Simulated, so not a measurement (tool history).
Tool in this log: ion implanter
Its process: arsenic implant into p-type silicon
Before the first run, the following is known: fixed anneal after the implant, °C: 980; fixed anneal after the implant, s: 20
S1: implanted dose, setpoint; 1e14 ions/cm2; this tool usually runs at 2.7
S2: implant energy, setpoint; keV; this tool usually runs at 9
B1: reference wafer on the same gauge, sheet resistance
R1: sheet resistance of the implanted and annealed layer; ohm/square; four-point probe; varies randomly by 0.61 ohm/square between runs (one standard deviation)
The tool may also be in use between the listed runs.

| run | hour | S1 | S2 | B1 | R1 |
|---|---|---|---|---|---|
| 1 | 0 | 2.7 | 10 | 433.12 | 398.99 |
| 2 | 77.9 | 2.34 | 8.5 | 433.02 | 454.41 |
| 3 | 175.5 | 2.34 | 8.5 | 432.94 | 453.36 |
| 4 | 280.2 | 2.49 | 9 | 432.98 | 428.76 |
| 5 | 326.9 | 2.49 | 9 | 433 | 430.01 |
|  | 364.2 | Faraday cup replaced and dose calibrated |
| 6 | 411 | 2.49 | 9 | 432.98 | 432.7 |
| 7 | 462.1 | 2.7 | 9 | 433.07 | 405.96 |
| 8 | 498.6 | 2.7 | 9 | 432.99 | 405.18 |
| 9 | 551.4 | 2.7 | 9 | 433.01 | 404.48 |
| 10 | 652.9 | 2.7 | 9 | 432.76 | 403.84 |
| 11 | 718 | 2.7 | 9 | 433.02 | 403.75 |
| 12 | 814.3 | 2.7 | 9 | 433.15 | 404.01 |
| 13 | 867.7 | 2.7 | 9 | 432.96 | 403.5 |
| 14 | 918.7 | 2.7 | 9 | 433.05 | 403.39 |
| 15 | 964.5 | 2.7 | 9 | 433.14 | 405.05 |
| 16 | 1019.6 | 2.7 | 9 | 432.97 | 404.18 |
| 17 | 1078.7 | 2.7 | 9 | 433.06 | 404.88 |
| 18 | 1175.9 | 3.47 | 12 | 432.84 | 322.96 |
|  | 1225.6 | gauge calibrated |
| 19 | 1250.8 | 2.7 | 9 | 433.03 | 404.08 |
| 20 | 1355 | 2.38 | 12 | 433.09 | 429.67 |
| 21 | 1468.1 | 2.11 | 6.5 | 433.12 | 505.41 |
| 22 | 1538 | 2.07 | 9 | 432.99 | 494.4 |
| 23 | 1614 | 3.39 | 9 | 432.92 | 338.77 |
| 24 | 1692.1 | 2.7 | 9 | 433.1 | 402.55 |
|  | 1741.2 | extraction supply calibrated |
| 25 | 1765.1 | 3.27 | 7 | 432.94 | 357.68 |
| 26 | 1806.3 | 2.42 | 6.5 | 433.13 | 454.31 |
| 27 | 1862.4 | 2.7 | 9 | 433.02 | 403.24 |
|  | 1941.1 | Faraday cup replaced and dose calibrated |
| 28 | 1941.6 | 3.08 | 8 | 433.16 | 372.45 |
| 29 | 2026.5 | 3.11 | 9 | 433.03 | 365.76 |
| 30 | 2079.4 | 3.43 | 10 | 433.03 | 334.36 |
| 31 | 2207.3 | 2.7 | 6 | 433 | 423.69 |
| 32 | 2282.9 | 2.7 | 9 | 433.14 | 406.41 |
| 33 | 2380.2 | 3.09 | 9 | 433.07 | 365.5 |
| 34 | 2437.9 | 3.07 | 10 | 432.95 | 362.89 |
| 35 | 2543.7 | 2.46 | 10 | 432.99 | 429.7 |

What was the tool's hidden state at every run in the log?
deviation of the true energy from its setpoint, %: 0, the same for each run
gauge reads high (%): 0, the same for each run
H1: deviation of the true dose from the Faraday cup's reading, %
| run | H1 |
|---|---|
| 1 | 0.944 |
| 2 | 0.961 |
| 3 | 0.979 |
| 4 | 0.994 |
| 5 | 1 |
| 6 | 0.221 |
| 7 | 0.316 |
| 8 | 0.378 |
| 9 | 0.46 |
| 10 | 0.593 |
| 11 | 0.665 |
| 12 | 0.755 |
| 13 | 0.797 |
| 14 | 0.833 |
| 15 | 0.863 |
| 16 | 0.894 |
| 17 | 0.925 |
| 18 | 0.967 |
| 19 | 0.994 |
| 20 | 1.03 |
| 21 | 1.05 |
| 22 | 1.07 |
| 23 | 1.08 |
| 24 | 1.09 |
| 25 | 1.1 |
| 26 | 1.1 |
| 27 | 1.11 |
| 28 | -0.143 |
| 29 | 0.0249 |
| 30 | 0.115 |
| 31 | 0.297 |
| 32 | 0.383 |
| 33 | 0.476 |
| 34 | 0.523 |
| 35 | 0.595 |

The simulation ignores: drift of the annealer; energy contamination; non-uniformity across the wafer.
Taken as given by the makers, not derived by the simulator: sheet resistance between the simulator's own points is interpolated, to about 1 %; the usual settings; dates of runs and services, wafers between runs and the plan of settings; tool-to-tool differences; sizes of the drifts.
